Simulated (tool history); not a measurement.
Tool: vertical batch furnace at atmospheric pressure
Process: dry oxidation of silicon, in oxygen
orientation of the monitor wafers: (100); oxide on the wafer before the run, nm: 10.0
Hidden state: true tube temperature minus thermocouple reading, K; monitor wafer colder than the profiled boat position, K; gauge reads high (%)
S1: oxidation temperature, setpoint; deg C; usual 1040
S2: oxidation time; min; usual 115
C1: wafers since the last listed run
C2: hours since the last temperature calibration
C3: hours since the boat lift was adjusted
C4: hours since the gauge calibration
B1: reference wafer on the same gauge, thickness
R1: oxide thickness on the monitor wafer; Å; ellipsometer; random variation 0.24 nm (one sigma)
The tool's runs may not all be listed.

| run | hour | S1 | S2 | C1 | C2 | C3 | C4 | B1 | R1 |
|---|---|---|---|---|---|---|---|---|---|
| 1 | 0 | 1040 | 102 | 0 | 1856.7 | 3726.6 | 1623.7 | 90.02 | 1050.9 |
| 2 | 63.1 | 1040 | 102 | 531 | 1919.8 | 3789.7 | 1686.8 | 89.96 | 1052.5 |
| 3 | 105.6 | 1040 | 94.5 | 358 | 1962.3 | 3832.2 | 1729.3 | 90.03 | 1000.3 |
| 4 | 139 | 1040 | 94.5 | 281 | 1995.7 | 3865.6 | 1762.7 | 90 | 1003.6 |
| 5 | 186 | 1057 | 115 | 395 | 2042.7 | 3912.6 | 1809.7 | 89.95 | 1306.8 |
| 6 | 229 | 1057 | 115 | 362 | 2085.7 | 3955.6 | 1852.7 | 89.96 | 1301.5 |
| 7 | 296.3 | 1057 | 115 | 567 | 2153 | 4022.9 | 1920 | 89.94 | 1302.3 |
| 8 | 344.9 | 1040 | 115 | 409 | 2201.6 | 4071.5 | 1968.6 | 90.02 | 1142 |
| 9 | 390 | 1040 | 115 | 379 | 2246.7 | 4116.6 | 2013.7 | 90.06 | 1146.2 |
| 10 | 443.1 | 1040 | 115 | 447 | 2299.8 | 4169.7 | 2066.8 | 90.01 | 1148.2 |
| 11 | 468.7 | 1023 | 115 | 215 | 2325.4 | 4195.3 | 2092.4 | 90.09 | 996.3 |
| 12 | 500 | 1023 | 115 | 263 | 2356.7 | 4226.6 | 2123.7 | 89.96 | 992.7 |
|  | 504.9 | gauge calibrated |
| 13 | 568.5 | 1023 | 115 | 577 | 2425.2 | 4295.1 | 63.6 | 89.97 | 991.5 |
| 14 | 618.3 | 1040 | 115 | 419 | 2475 | 4344.9 | 113.4 | 89.96 | 1140.6 |
| 15 | 662.4 | 1040 | 115 | 371 | 2519.1 | 4389 | 157.5 | 89.95 | 1144.3 |
| 16 | 700.6 | 1058 | 153 | 321 | 2557.3 | 4427.2 | 195.7 | 89.97 | 1578 |
| 17 | 731.8 | 1040 | 115 | 262 | 2588.5 | 4458.4 | 226.9 | 89.98 | 1150.6 |
|  | 791.6 | boat lift adjusted |
|  | 801.5 | thermocouples replaced and temperature profile calibrated |
| 18 | 802 | 1023 | 92 | 305 | 0.5 | 10.4 | 297.1 | 89.97 | 870.7 |
| 19 | 847.7 | 1047 | 59.5 | 385 | 46.2 | 56.1 | 342.8 | 89.97 | 804.1 |
| 20 | 887.8 | 1033 | 162 | 337 | 86.3 | 96.2 | 382.9 | 90.03 | 1365.7 |
| 21 | 943.7 | 1049 | 79 | 470 | 142.2 | 152.1 | 438.8 | 89.99 | 980.9 |
| 22 | 981 | 1040 | 115 | 314 | 179.5 | 189.4 | 476.1 | 89.97 | 1157.5 |
| 23 | 1031.6 | 1024 | 137.5 | 426 | 230.1 | 240 | 526.7 | 89.92 | 1141.5 |
|  | 1143 | thermocouples replaced and temperature profile calibrated, repeated, since the last time left the tool worse |
| 24 | 1236.3 | 1057 | 115 | 1522 | 93.3 | 444.7 | 731.4 | 90.04 | 1286 |
| 25 | 1287.5 | 1055 | 91.5 | 431 | 144.5 | 495.9 | 782.6 | 90 | 1094.4 |
| 26 | 1327.1 | 1040 | 115 | 333 | 184.1 | 535.5 | 822.2 | 89.99 | 1127.8 |
| 27 | 1389.8 | 1019 | 162.5 | 528 | 246.8 | 598.2 | 884.9 | 90.04 | 1185.9 |
| 28 | 1454.4 | 1021 | 95.5 | 544 | 311.4 | 662.8 | 949.5 | 90.01 | 851.2 |
| 29 | 1494.6 | 1021 | 60.5 | 338 | 351.6 | 703 | 989.7 | 89.94 | 637.1 |
| 30 | 1540.9 | 1040 | 115 | 390 | 397.9 | 749.3 | 1036 | 89.98 | 1125.8 |
| 31 | 1594.7 | 1030 | 132.5 | 453 | 451.7 | 803.1 | 1089.8 | 90 | 1136.5 |

The same runs without the tool's hidden state, with the same run-to-run variation:
| run | R1 |
|---|---|
| 1 | 1036.1 |
| 2 | 1037.2 |
| 3 | 985.4 |
| 4 | 988.4 |
| 5 | 1288 |
| 6 | 1282.4 |
| 7 | 1282.6 |
| 8 | 1123.1 |
| 9 | 1126.9 |
| 10 | 1128.4 |
| 11 | 977.9 |
| 12 | 974.1 |
| 13 | 972.4 |
| 14 | 1119.5 |
| 15 | 1122.7 |
| 16 | 1550.5 |
| 17 | 1128.4 |
| 18 | 842.6 |
| 19 | 779.5 |
| 20 | 1324.1 |
| 21 | 950.7 |
| 22 | 1121.3 |
| 23 | 1103.7 |
| 24 | 1283.8 |
| 25 | 1092.1 |
| 26 | 1125 |
| 27 | 1182.2 |
| 28 | 848 |
| 29 | 634.5 |
| 30 | 1121.2 |
| 31 | 1131.3 |
